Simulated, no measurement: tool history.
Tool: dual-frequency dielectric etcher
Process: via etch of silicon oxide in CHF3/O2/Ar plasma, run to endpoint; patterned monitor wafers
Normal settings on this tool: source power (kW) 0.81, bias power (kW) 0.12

| run | hour | source power (kW) | bias power (kW) | wafers since the last listed run | hours since the last wet clean | hours since the last source power generator calibration | hours since the last bias power generator calibration | hours since the last upper electrode change | incoming incoming film thickness, nm | endpoint time (s) |
|---|---|---|---|---|---|---|---|---|---|---|
| 1 | 0 | 0.81 | 0.12 | 0 | 16.6 | 1261.1 | 2683.1 | 3596.5 | 680.7 | 373.6 |
| 2 | 17.1 | 0.81 | 0.12 | 88 | 33.7 | 1278.2 | 2700.2 | 3613.6 | 686.4 | 383.8 |
| 3 | 34.6 | 0.81 | 0.12 | 90 | 51.2 | 1295.7 | 2717.7 | 3631.1 | 683.1 | 382.5 |
| 4 | 99.2 | 0.81 | 0.12 | 332 | 115.8 | 1360.3 | 2782.3 | 3695.7 | 678 | 381.4 |
| 5 | 121.2 | 0.81 | 0.12 | 113 | 137.8 | 1382.3 | 2804.3 | 3717.7 | 679.6 | 380.8 |
| 6 | 145.4 | 0.81 | 0.12 | 124 | 162 | 1406.5 | 2828.5 | 3741.9 | 683.8 | 382.9 |
| 7 | 174.4 | 0.81 | 0.12 | 149 | 191 | 1435.5 | 2857.5 | 3770.9 | 686.7 | 388.8 |
| 8 | 191.7 | 0.81 | 0.12 | 89 | 208.3 | 1452.8 | 2874.8 | 3788.2 | 682.9 | 386.7 |
|  | 204.8 | bias power generator calibrated |
| 9 | 213.6 | 0.81 | 0.137 | 92 | 230.2 | 1474.7 | 8.8 | 3810.1 | 683 | 376 |
|  | 240 | upper electrode replaced |
| 10 | 240.5 | 0.81 | 0.137 | 14 | 257.1 | 1501.6 | 35.7 | 0.5 | 684.7 | 378.9 |
| 11 | 257.6 | 1 | 0.12 | 88 | 274.2 | 1518.7 | 52.8 | 17.6 | 682.2 | 354.8 |
|  | 264.9 | source power generator calibrated |
| 12 | 279.3 | 0.67 | 0.139 | 91 | 295.9 | 14.4 | 74.5 | 39.3 | 686.4 | 414.3 |
| 13 | 313.2 | 0.81 | 0.12 | 174 | 329.8 | 48.3 | 108.4 | 73.2 | 680 | 389.8 |
| 14 | 330.9 | 0.93 | 0.133 | 91 | 347.5 | 66 | 126.1 | 90.9 | 680.5 | 358.5 |
|  | 362.6 | wet clean of the chamber |
| 15 | 363.1 | 0.93 | 0.133 | 42 | 0.5 | 98.2 | 158.3 | 123.1 | 680.8 | 345.3 |
| 16 | 383.8 | 0.89 | 0.12 | 106 | 21.2 | 118.9 | 179 | 143.8 | 686.6 | 367 |
| 17 | 415.5 | 0.98 | 0.129 | 163 | 52.9 | 150.6 | 210.7 | 175.5 | 681.7 | 341.5 |
| 18 | 431.5 | 0.81 | 0.12 | 82 | 68.9 | 166.6 | 226.7 | 191.5 | 689.7 | 388.3 |
| 19 | 458 | 0.74 | 0.144 | 136 | 95.4 | 193.1 | 253.2 | 218 | 683.4 | 379.4 |
| 20 | 479.4 | 0.81 | 0.139 | 110 | 116.8 | 214.5 | 274.6 | 239.4 | 686.1 | 370.1 |

Branching from run 20: 4 alternative next runs. What would each branch give?
| A | 479.9 | 0.81 | 0.12 | 2 | 117.3 | 215 | 275.1 | 239.9 | 683 | ? |
| B | 479.9 | 0.7 | 0.12 | 2 | 117.3 | 215 | 275.1 | 239.9 | 683 | ? |
| C | 479.9 | 0.67 | 0.134 | 2 | 117.3 | 215 | 275.1 | 239.9 | 683 | ? |
| D | 479.9 | 0.66 | 0.112 | 2 | 117.3 | 215 | 275.1 | 239.9 | 683 | ? |

| run | endpoint time (s) |
|---|---|
| A | 379.4 |
| B | 404.7 |
| C | 401.2 |
| D | 422.8 |
What these runs would have given with no unlogged condition in the tool:
| run | endpoint time (s) |
|---|---|
| A | 373.6 |
| B | 398.6 |
| C | 395.1 |
| D | 416.4 |
